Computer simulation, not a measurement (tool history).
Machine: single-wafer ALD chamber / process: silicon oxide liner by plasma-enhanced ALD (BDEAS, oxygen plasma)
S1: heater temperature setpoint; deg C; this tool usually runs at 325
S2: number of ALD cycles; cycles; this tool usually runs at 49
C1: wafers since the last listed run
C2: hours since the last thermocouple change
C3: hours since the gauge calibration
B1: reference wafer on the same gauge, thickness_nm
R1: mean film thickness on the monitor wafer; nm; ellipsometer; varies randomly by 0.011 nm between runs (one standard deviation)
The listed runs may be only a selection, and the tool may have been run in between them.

run    hour   S1  S2    C1      C2      C3     B1     R1
  1       0  337  51     0   850.4   563.2  3.913  4.486
  2    42.1  337  51   303   892.5   605.3  3.911   4.48
  3     114  322  43   517   964.4   677.2   3.91  3.869
  4   343.2  314  49  1650  1193.6   906.4   3.91  4.449
  5   451.2  325  54   777  1301.6  1014.4   3.91  4.837
  6   544.4  325  54   671  1394.8  1107.6   3.91   4.82
  7   633.5  325  49   641  1483.9  1196.7  3.909  4.376
  8   714.3  325  49   581  1564.7  1277.5  3.911  4.401
  9   768.8  325  49   392  1619.2    1332  3.909  4.367
 10   876.2  325  49   773  1726.6  1439.4  3.912  4.385
 11   943.9  325  49   487  1794.3  1507.1  3.912  4.385
     1038.1  -- thermocouple changed; heater temperature recalibrated
 12  1056.9  319  49   756    18.8  1620.1  3.908  4.426
 13  1157.6  325  49   725   119.5  1720.8  3.909  4.389
 14  1219.5  319  56   445   181.4  1782.7  3.911  5.038
 15  1321.6  325  49   735   283.5  1884.8  3.909  4.404
     1375.7  -- gauge calibrated
 16  1386.8  316  46   469   348.7    11.1  3.908  4.158
 17  1469.5  316  41   595   431.4    93.8  3.912  3.717
 18  1540.1  316  45   508     502   164.4  3.908  4.079
 19  1602.6  313  56   450   564.5   226.9  3.911  5.091
 20  1676.7  325  49   533   638.6     301   3.91  4.383
 21  1783.6  310  55   769   745.5   407.9  3.909  5.039
 22  1887.6  317  49   748   849.5   511.9  3.909  4.434

4 ways to go on from here, each from the tool as it stands after run 22. What would each give?
  A  1888.1  325  49   3  850  512.4   ?   ?
  B  1888.1  311  46   3  850  512.4   ?   ?
  C  1888.1  315  57   3  850  512.4   ?   ?
  D  1888.1  335  56   3  850  512.4   ?   ?

run    B1     R1
  A  3.91  4.378
  B  3.91  4.183
  C  3.91  5.157
  D  3.91  4.939
Without the tool's hidden state the same runs would have given:
run     R1
  A  4.378
  B  4.183
  C  5.157
  D  4.939

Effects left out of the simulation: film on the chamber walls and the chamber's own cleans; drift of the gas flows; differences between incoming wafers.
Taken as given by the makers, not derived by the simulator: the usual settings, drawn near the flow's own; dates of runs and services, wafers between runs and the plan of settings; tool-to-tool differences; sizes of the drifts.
